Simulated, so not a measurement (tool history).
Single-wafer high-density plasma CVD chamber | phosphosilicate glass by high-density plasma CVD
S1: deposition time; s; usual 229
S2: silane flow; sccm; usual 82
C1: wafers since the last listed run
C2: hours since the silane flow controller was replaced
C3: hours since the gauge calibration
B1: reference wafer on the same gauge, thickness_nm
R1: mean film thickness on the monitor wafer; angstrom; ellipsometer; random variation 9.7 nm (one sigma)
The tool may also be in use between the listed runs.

run,hour,S1,S2,C1,C2,C3,B1,R1
1,0.0,229,82,0,974.7,1391.5,2040.471,18714.00
2,61.2,247,82,318,1035.9,1452.7,2040.299,20449.70
3,167.3,247,82,551,1142.0,1558.8,2042.478,20419.03
4,268.9,247,82,528,1243.6,1660.4,2038.952,20423.23
5,375.6,229,82,554,1350.3,1767.1,2039.793,18910.00
6,415.6,229,82,208,1390.3,1807.1,2036.498,19088.67
7,453.3,229,75,196,1428.0,1844.8,2043.164,17349.35
8,533.9,229,75,419,1508.6,1925.4,2033.619,17509.13
9,654.5,229,75,627,1629.2,2046.0,2042.473,17216.12
10,697.9,192,82,225,1672.6,2089.4,2039.304,15939.61
11,767.3,192,82,360,1742.0,2158.8,2038.529,15933.15
12,819.5,192,82,271,1794.2,2211.0,2037.974,15862.78
13,912.8,229,82,485,1887.5,2304.3,2037.888,19176.77
14,983.8,229,82,369,1958.5,2375.3,2044.722,19124.57
15,1060.5,229,82,398,2035.2,2452.0,2044.635,19273.41
16,1099.7,229,82,203,2074.4,2491.2,2039.482,19241.44
17,1196.3,229,82,502,2171.0,2587.8,2038.715,19200.66
18,1262.4,229,82,343,2237.1,2653.9,2044.709,19243.78
19,1326.8,229,82,334,2301.5,2718.3,2040.674,19534.96
# hour 1342.5: gauge calibrated
20,1433.1,229,67,552,2407.8,90.6,2039.180,15763.08
21,1504.6,229,82,371,2479.3,162.1,2040.246,19349.59
22,1555.2,212,82,263,2529.9,212.7,2039.698,17984.49
23,1623.5,183,82,355,2598.2,281.0,2036.079,15491.92
24,1668.8,201,77,235,2643.5,326.3,2044.717,16205.66
25,1738.7,208,67,363,2713.4,396.2,2043.795,14472.47
26,1805.1,263,87,345,2779.8,462.6,2041.846,23708.24
27,1866.5,271,73,319,2841.2,524.0,2039.197,20609.61
28,1931.8,212,98,339,2906.5,589.3,2040.045,21501.45
# hour 2092.3: silane flow controller replaced
29,2108.7,229,82,878,16.4,766.2,2041.161,18549.77
30,2178.0,229,82,360,85.7,835.5,2043.080,18405.41
31,2258.8,259,68,420,166.5,916.3,2038.653,17400.60
32,2324.7,229,82,342,232.4,982.2,2038.363,18600.70
33,2385.4,229,72,315,293.1,1042.9,2041.365,16432.00
34,2447.6,191,93,323,355.3,1105.1,2040.520,17405.34
35,2496.4,216,82,253,404.1,1153.9,2044.114,17704.76
36,2567.8,229,70,371,475.5,1225.3,2041.573,15856.47
37,2645.4,229,82,403,553.1,1302.9,2038.073,18595.56
38,2708.2,263,71,326,615.9,1365.7,2036.408,18559.57

Forecast each of these 3 alternatives for the next run:
A,2708.7,229,82,2,616.4,1366.2,?,?
B,2708.7,188,86,2,616.4,1366.2,?,?
C,2708.7,243,90,2,616.4,1366.2,?,?

run,B1,R1
A,2036.199,18620.77
B,2036.199,16032.62
C,2036.199,21686.88
Without the tool's hidden state the same runs would have given:
run,R1
A,18486.94
B,15917.40
C,21531.02
